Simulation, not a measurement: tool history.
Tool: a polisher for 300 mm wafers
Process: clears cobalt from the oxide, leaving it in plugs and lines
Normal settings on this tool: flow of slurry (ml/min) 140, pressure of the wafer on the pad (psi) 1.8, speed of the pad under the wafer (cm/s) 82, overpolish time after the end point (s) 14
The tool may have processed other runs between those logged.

run,hour,flow of slurry (ml/min),pressure of the wafer on the pad (psi),speed of the pad under the wafer (cm/s),overpolish time after the end point (s),wafers since the last listed run,wafers polished on this pad,hours since the slurry nozzle was cleaned,hours since the head pressure was calibrated,"incoming thickness of the incoming film, nm",time until the end point was called (s),dishing of a wide line in a test structure (Å)
1,0,140,1.8,82,14,0,312,39.2,589.5,241.7,62.8,374
2,13.3,140,1.8,82,14,171,484,52.5,602.8,241,62.4,370
# hour 23.9: worn pad replaced by a new one
3,25.6,140,1.8,82,14,107,22,64.8,615.1,237.7,59.6,375
4,40.2,155,1.8,68,14,188,210,79.4,629.7,240.9,69.2,347
5,52.5,155,1.8,68,14,158,369,91.7,642,240.9,74.1,348
6,69.7,155,1.8,68,14,221,590,108.9,659.2,238.8,73,330
# hour 76.4: worn pad replaced by a new one
7,80.6,140,2,82,14,88,53,119.8,670.1,237.3,53.4,401
8,90.8,140,2,82,14,131,185,130,680.3,243.1,56.3,394
9,97.4,140,2,82,14,85,270,136.6,686.9,240.1,54.6,380
10,107.2,140,1.8,82,14,126,397,146.4,696.7,236,61,369
11,122.3,140,1.8,82,14,194,591,161.5,711.8,237.5,63.8,368
# hour 134.8: worn pad replaced by a new one
12,135.3,90,2.2,110,9,116,6,174.5,724.8,240.4,40,378
13,147.6,155,1.5,82,19,158,165,186.8,737.1,242.9,73.1,393
14,155.9,110,1.8,82,14,107,272,195.1,745.4,239.1,63.7,361
# hour 161.7: head pressure recalibrated
15,171.5,190,2.3,56,8,175,447,210.7,9.8,238,64,253
# hour 182.8: worn pad replaced by a new one
16,184.5,185,1.8,70,14,116,22,223.7,22.8,238.5,66,368
# hour 187.8: slurry nozzle cleaned
17,199.9,140,1.8,82,14,185,207,12.1,38.2,236.8,61.4,377
18,208.1,140,1.8,64,9,105,313,20.3,46.4,240.5,75.3,250
19,219.2,140,1.8,82,14,143,456,31.4,57.5,237.1,63.2,362
20,226,140,1.8,82,14,87,544,38.2,64.3,240.1,65.6,370
# hour 232.9: worn pad replaced by a new one
21,236.8,140,1.8,70,14,87,50,49,75.1,237,66.5,355
22,245.6,140,1.6,68,17,113,163,57.8,83.9,239.2,82.2,361
23,262,140,1.8,82,14,211,375,74.2,100.3,240.8,62.6,368

What was the tool's hidden state at every run in the log?
slurry flow missing at the pad, %: 0 at every run
deviation of the head's pressure from its setpoint, %: 0 at every run
H1: removal rate lost through wear of the pad, %
run,H1
1,4.37
2,6.69
3,0.568
4,3.11
5,5.26
6,8.26
7,2.2
8,3.98
9,5.13
10,6.84
11,9.47
12,1.04
13,3.19
14,4.64
15,7.35
16,0.7
17,3.38
18,4.81
19,6.75
20,7.93
21,2.45
22,3.98
23,6.84
